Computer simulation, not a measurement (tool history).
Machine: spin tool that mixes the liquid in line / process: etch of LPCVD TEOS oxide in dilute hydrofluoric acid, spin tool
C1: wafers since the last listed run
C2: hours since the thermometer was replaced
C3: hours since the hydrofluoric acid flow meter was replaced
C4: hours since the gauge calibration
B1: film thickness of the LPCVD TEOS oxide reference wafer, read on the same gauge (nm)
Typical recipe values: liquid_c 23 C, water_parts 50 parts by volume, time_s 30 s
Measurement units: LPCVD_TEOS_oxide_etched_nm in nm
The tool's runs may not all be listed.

run 1 day=0 | liquid_c=23 water_parts=50 time_s=30 | C1=0 C2=1795.2 C3=1658.7 C4=648 | B1=30.01 | LPCVD_TEOS_oxide_etched_nm=8.47
run 2 day=2.321 | liquid_c=23 water_parts=50 time_s=30 | C1=782 C2=1850.9 C3=1714.4 C4=703.7 | B1=30 | LPCVD_TEOS_oxide_etched_nm=8.51
run 3 day=5.121 | liquid_c=23 water_parts=50 time_s=30 | C1=944 C2=1918.1 C3=1781.6 C4=770.9 | B1=29.99 | LPCVD_TEOS_oxide_etched_nm=8.57
run 4 day=6.875 | liquid_c=23 water_parts=50 time_s=30 | C1=591 C2=1960.2 C3=1823.7 C4=813 | B1=29.99 | LPCVD_TEOS_oxide_etched_nm=8.45
run 5 day=8.388 | liquid_c=23 water_parts=30 time_s=30 | C1=510 C2=1996.5 C3=1860 C4=849.3 | B1=29.98 | LPCVD_TEOS_oxide_etched_nm=14.65
run 6 day=15.396 | liquid_c=23 water_parts=30 time_s=30 | C1=2363 C2=2164.7 C3=2028.2 C4=1017.5 | B1=30 | LPCVD_TEOS_oxide_etched_nm=14.49
-- day=16.508 thermometer replaced
run 7 day=16.642 | liquid_c=23 water_parts=30 time_s=30 | C1=406 C2=3.2 C3=2058.1 C4=1047.4 | B1=30.01 | LPCVD_TEOS_oxide_etched_nm=14.28
run 8 day=18.696 | liquid_c=23 water_parts=50 time_s=30 | C1=692 C2=52.5 C3=2107.4 C4=1096.7 | B1=29.97 | LPCVD_TEOS_oxide_etched_nm=8.47
run 9 day=20.242 | liquid_c=23 water_parts=70 time_s=15 | C1=521 C2=89.6 C3=2144.5 C4=1133.8 | B1=29.99 | LPCVD_TEOS_oxide_etched_nm=2.88
run 10 day=21.992 | liquid_c=23 water_parts=75 time_s=30 | C1=590 C2=131.6 C3=2186.5 C4=1175.8 | B1=30.01 | LPCVD_TEOS_oxide_etched_nm=5.44
run 11 day=23.938 | liquid_c=23 water_parts=60 time_s=30 | C1=656 C2=178.3 C3=2233.2 C4=1222.5 | B1=30.02 | LPCVD_TEOS_oxide_etched_nm=6.77
-- day=25.875 hydrofluoric acid flow meter replaced
run 12 day=25.925 | liquid_c=23 water_parts=50 time_s=30 | C1=656 C2=226 C3=1.2 C4=1270.2 | B1=30.02 | LPCVD_TEOS_oxide_etched_nm=9.12
run 13 day=27.533 | liquid_c=23 water_parts=50 time_s=30 | C1=542 C2=264.6 C3=39.8 C4=1308.8 | B1=29.99 | LPCVD_TEOS_oxide_etched_nm=9.14
run 14 day=29.333 | liquid_c=27 water_parts=55 time_s=20 | C1=607 C2=307.8 C3=83 C4=1352 | B1=30 | LPCVD_TEOS_oxide_etched_nm=6.43
run 15 day=32.192 | liquid_c=23 water_parts=50 time_s=30 | C1=964 C2=376.4 C3=151.6 C4=1420.6 | B1=30.01 | LPCVD_TEOS_oxide_etched_nm=9.07
run 16 day=34.758 | liquid_c=23 water_parts=50 time_s=30 | C1=865 C2=438 C3=213.2 C4=1482.2 | B1=29.99 | LPCVD_TEOS_oxide_etched_nm=9.12
run 17 day=41.412 | liquid_c=20.5 water_parts=65 time_s=25 | C1=2244 C2=597.7 C3=372.9 C4=1641.9 | B1=29.99 | LPCVD_TEOS_oxide_etched_nm=5.12
run 18 day=43.717 | liquid_c=23 water_parts=65 time_s=30 | C1=777 C2=653 C3=428.2 C4=1697.2 | B1=29.98 | LPCVD_TEOS_oxide_etched_nm=6.87
-- day=43.875 gauge calibrated
run 19 day=45.767 | liquid_c=23 water_parts=70 time_s=30 | C1=691 C2=702.2 C3=477.4 C4=45.4 | B1=29.99 | LPCVD_TEOS_oxide_etched_nm=6.24
run 20 day=46.792 | liquid_c=23 water_parts=50 time_s=30 | C1=345 C2=726.8 C3=502 C4=70 | B1=30 | LPCVD_TEOS_oxide_etched_nm=8.99
run 21 day=49.192 | liquid_c=25.5 water_parts=65 time_s=40 | C1=809 C2=784.4 C3=559.6 C4=127.6 | B1=30.02 | LPCVD_TEOS_oxide_etched_nm=9.8
run 22 day=51.121 | liquid_c=26.5 water_parts=50 time_s=30 | C1=650 C2=830.7 C3=605.9 C4=173.9 | B1=29.99 | LPCVD_TEOS_oxide_etched_nm=10.39
run 23 day=53.775 | liquid_c=27 water_parts=25 time_s=15 | C1=895 C2=894.4 C3=669.6 C4=237.6 | B1=29.99 | LPCVD_TEOS_oxide_etched_nm=10.98
run 24 day=54.892 | liquid_c=27.5 water_parts=50 time_s=30 | C1=376 C2=921.2 C3=696.4 C4=264.4 | B1=30.02 | LPCVD_TEOS_oxide_etched_nm=10.81
run 25 day=55.975 | liquid_c=26.5 water_parts=35 time_s=45 | C1=365 C2=947.2 C3=722.4 C4=290.4 | B1=30.02 | LPCVD_TEOS_oxide_etched_nm=22.56
run 26 day=57.154 | liquid_c=20.5 water_parts=50 time_s=40 | C1=397 C2=975.5 C3=750.7 C4=318.7 | B1=30.02 | LPCVD_TEOS_oxide_etched_nm=10.65
run 27 day=59.517 | liquid_c=24.5 water_parts=50 time_s=30 | C1=796 C2=1032.2 C3=807.4 C4=375.4 | B1=30.01 | LPCVD_TEOS_oxide_etched_nm=9.52
run 28 day=61.204 | liquid_c=26 water_parts=55 time_s=20 | C1=569 C2=1072.7 C3=847.9 C4=415.9 | B1=30.01 | LPCVD_TEOS_oxide_etched_nm=5.98
run 29 day=64.175 | liquid_c=18 water_parts=50 time_s=30 | C1=1001 C2=1144 C3=919.2 C4=487.2 | B1=30.02 | LPCVD_TEOS_oxide_etched_nm=7.17
run 30 day=65.417 | liquid_c=18 water_parts=50 time_s=30 | C1=418 C2=1173.8 C3=949 C4=517 | B1=29.99 | LPCVD_TEOS_oxide_etched_nm=7.17
run 31 day=67.058 | liquid_c=25.5 water_parts=40 time_s=30 | C1=553 C2=1213.2 C3=988.4 C4=556.4 | B1=30 | LPCVD_TEOS_oxide_etched_nm=12.3
run 32 day=69.133 | liquid_c=23 water_parts=35 time_s=35 | C1=699 C2=1263 C3=1038.2 C4=606.2 | B1=30.01 | LPCVD_TEOS_oxide_etched_nm=15.06

5 options for the next run, each taken on its own from the tool as it stands now. Forecast them:
run A day=69.15 | liquid_c=23 water_parts=50 time_s=30 | C1=5 C2=1263.4 C3=1038.6 C4=606.6 | B1=? | LPCVD_TEOS_oxide_etched_nm=?
run B day=69.15 | liquid_c=19.5 water_parts=25 time_s=20 | C1=5 C2=1263.4 C3=1038.6 C4=606.6 | B1=? | LPCVD_TEOS_oxide_etched_nm=?
run C day=69.15 | liquid_c=23 water_parts=50 time_s=40 | C1=5 C2=1263.4 C3=1038.6 C4=606.6 | B1=? | LPCVD_TEOS_oxide_etched_nm=?
run D day=69.15 | liquid_c=24.5 water_parts=70 time_s=15 | C1=5 C2=1263.4 C3=1038.6 C4=606.6 | B1=? | LPCVD_TEOS_oxide_etched_nm=?
run E day=69.15 | liquid_c=21 water_parts=55 time_s=30 | C1=5 C2=1263.4 C3=1038.6 C4=606.6 | B1=? | LPCVD_TEOS_oxide_etched_nm=?

run=A B1=30.01 LPCVD_TEOS_oxide_etched_nm=8.7
run=B B1=30.01 LPCVD_TEOS_oxide_etched_nm=10.33
run=C B1=30.01 LPCVD_TEOS_oxide_etched_nm=11.6
run=D B1=30.01 LPCVD_TEOS_oxide_etched_nm=3.21
run=E B1=30.01 LPCVD_TEOS_oxide_etched_nm=7.23
What these runs would have given with no unlogged condition in the tool:
run=A LPCVD_TEOS_oxide_etched_nm=9.08
run=B LPCVD_TEOS_oxide_etched_nm=10.76
run=C LPCVD_TEOS_oxide_etched_nm=12.11
run=D LPCVD_TEOS_oxide_etched_nm=3.36
run=E LPCVD_TEOS_oxide_etched_nm=7.55
